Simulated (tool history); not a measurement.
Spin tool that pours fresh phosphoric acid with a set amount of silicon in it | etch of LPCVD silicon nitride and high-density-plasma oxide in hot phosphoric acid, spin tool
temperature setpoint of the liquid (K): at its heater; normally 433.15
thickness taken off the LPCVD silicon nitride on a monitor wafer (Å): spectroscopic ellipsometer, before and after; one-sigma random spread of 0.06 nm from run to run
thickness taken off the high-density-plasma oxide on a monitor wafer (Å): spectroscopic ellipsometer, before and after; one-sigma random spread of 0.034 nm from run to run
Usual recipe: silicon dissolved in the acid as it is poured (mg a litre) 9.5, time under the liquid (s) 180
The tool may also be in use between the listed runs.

| run | hour | temperature setpoint of the liquid (K) | silicon dissolved in the acid as it is poured (mg a litre) | time under the liquid (s) | wafers since the last listed run | hours since the thermometer was replaced | hours since the dissolved silicon flow meter was replaced | hours since the heated supply line was repaired | hours since the gauge calibration | read-back film thickness of the LPCVD silicon nitride reference wafer, read on the same gauge (nm) | read-back film thickness of the high-density-plasma oxide reference wafer, read on the same gauge (nm) | thickness taken off the LPCVD silicon nitride on a monitor wafer (Å) | thickness taken off the high-density-plasma oxide on a monitor wafer (Å) |
|---|---|---|---|---|---|---|---|---|---|---|---|---|---|
| 1 | 0.0 | 433.15 | 9.5 | 180 | 0 | 1576.1 | 320.9 | 3323.3 | 1097.0 | 130.00 | 70.005 | 157.5 | 9.50 |
|  | 23.0 | thermometer replaced |
| 2 | 81.4 | 433.15 | 9.5 | 180 | 667 | 58.4 | 402.3 | 3404.7 | 1178.4 | 129.99 | 69.974 | 153.2 | 8.23 |
|  | 116.5 | heated supply line repaired |
| 3 | 156.4 | 433.15 | 9.5 | 180 | 614 | 133.4 | 477.3 | 39.9 | 1253.4 | 130.02 | 70.002 | 161.4 | 8.89 |
| 4 | 195.8 | 433.15 | 9.5 | 180 | 327 | 172.8 | 516.7 | 79.3 | 1292.8 | 130.01 | 69.981 | 162.1 | 10.12 |
| 5 | 272.0 | 433.15 | 9.5 | 180 | 632 | 249.0 | 592.9 | 155.5 | 1369.0 | 130.02 | 70.029 | 162.7 | 9.51 |
| 6 | 316.6 | 433.15 | 9.5 | 215 | 370 | 293.6 | 637.5 | 200.1 | 1413.6 | 130.03 | 69.993 | 192.7 | 11.03 |
| 7 | 355.9 | 432.15 | 9.5 | 180 | 326 | 332.9 | 676.8 | 239.4 | 1452.9 | 130.01 | 70.000 | 156.0 | 8.95 |
|  | 401.6 | gauge calibrated |
| 8 | 423.7 | 433.15 | 9.5 | 180 | 562 | 400.7 | 744.6 | 307.2 | 22.1 | 129.99 | 70.012 | 161.9 | 9.53 |
| 9 | 519.4 | 431.65 | 9.5 | 90 | 794 | 496.4 | 840.3 | 402.9 | 117.8 | 130.01 | 70.009 | 77.3 | 4.38 |
| 10 | 575.6 | 433.15 | 4.0 | 255 | 466 | 552.6 | 896.5 | 459.1 | 174.0 | 129.98 | 69.981 | 231.1 | 14.48 |
|  | 608.7 | dissolved silicon flow meter replaced |
| 11 | 643.9 | 430.65 | 12.0 | 180 | 558 | 620.9 | 35.2 | 527.4 | 242.3 | 130.01 | 69.972 | 148.8 | 7.73 |
| 12 | 780.8 | 433.15 | 13.5 | 270 | 1136 | 757.8 | 172.1 | 664.3 | 379.2 | 130.00 | 69.990 | 242.1 | 13.47 |
| 13 | 876.2 | 434.65 | 9.5 | 85 | 791 | 853.2 | 267.5 | 759.7 | 474.6 | 129.99 | 69.987 | 80.7 | 4.60 |
| 14 | 962.0 | 433.15 | 9.5 | 145 | 712 | 939.0 | 353.3 | 845.5 | 560.4 | 130.00 | 70.004 | 130.3 | 8.04 |
| 15 | 1062.7 | 435.15 | 12.0 | 180 | 835 | 1039.7 | 454.0 | 946.2 | 661.1 | 129.99 | 69.990 | 173.9 | 10.15 |
| 16 | 1272.7 | 433.15 | 9.5 | 180 | 1743 | 1249.7 | 664.0 | 1156.2 | 871.1 | 130.01 | 70.000 | 162.7 | 8.70 |
|  | 1345.0 | dissolved silicon flow meter replaced |
| 17 | 1363.3 | 433.15 | 4.5 | 180 | 743 | 1340.3 | 18.3 | 1246.8 | 961.7 | 129.98 | 70.007 | 161.8 | 9.84 |
| 18 | 1414.1 | 433.15 | 5.0 | 180 | 421 | 1391.1 | 69.1 | 1297.6 | 1012.5 | 130.02 | 70.027 | 162.2 | 10.41 |
| 19 | 1468.2 | 433.15 | 9.5 | 180 | 449 | 1445.2 | 123.2 | 1351.7 | 1066.6 | 129.99 | 69.976 | 160.8 | 8.97 |
| 20 | 1506.5 | 431.15 | 9.5 | 215 | 317 | 1483.5 | 161.5 | 1390.0 | 1104.9 | 130.00 | 69.989 | 180.6 | 9.70 |
| 21 | 1599.4 | 435.65 | 6.5 | 70 | 771 | 1576.4 | 254.4 | 1482.9 | 1197.8 | 130.02 | 69.993 | 68.2 | 4.71 |
| 22 | 1678.9 | 433.15 | 9.5 | 180 | 659 | 1655.9 | 333.9 | 1562.4 | 1277.3 | 129.99 | 69.989 | 162.1 | 9.61 |

Each row is a separate what-if for the run after 22, all from the same tool condition, not one after another. Results?
| A | 1679.4 | 433.15 | 9.5 | 180 | 4 | 1656.4 | 334.4 | 1562.9 | 1277.8 | ? | ? | ? | ? |
| B | 1679.4 | 433.15 | 3.5 | 95 | 4 | 1656.4 | 334.4 | 1562.9 | 1277.8 | ? | ? | ? | ? |
| C | 1679.4 | 433.15 | 13.5 | 180 | 4 | 1656.4 | 334.4 | 1562.9 | 1277.8 | ? | ? | ? | ? |

| run | read-back film thickness of the LPCVD silicon nitride reference wafer, read on the same gauge (nm) | read-back film thickness of the high-density-plasma oxide reference wafer, read on the same gauge (nm) | thickness taken off the LPCVD silicon nitride on a monitor wafer (Å) | thickness taken off the high-density-plasma oxide on a monitor wafer (Å) |
|---|---|---|---|---|
| A | 130.02 | 70.004 | 162.2 | 9.96 |
| B | 130.02 | 70.004 | 85.6 | 5.95 |
| C | 130.02 | 70.004 | 162.2 | 9.08 |
Had the tool no hidden state, the same runs would have come out as:
| run | thickness taken off the LPCVD silicon nitride on a monitor wafer (Å) | thickness taken off the high-density-plasma oxide on a monitor wafer (Å) |
|---|---|---|
| A | 161.9 | 9.92 |
| B | 85.4 | 5.93 |
| C | 161.9 | 9.05 |
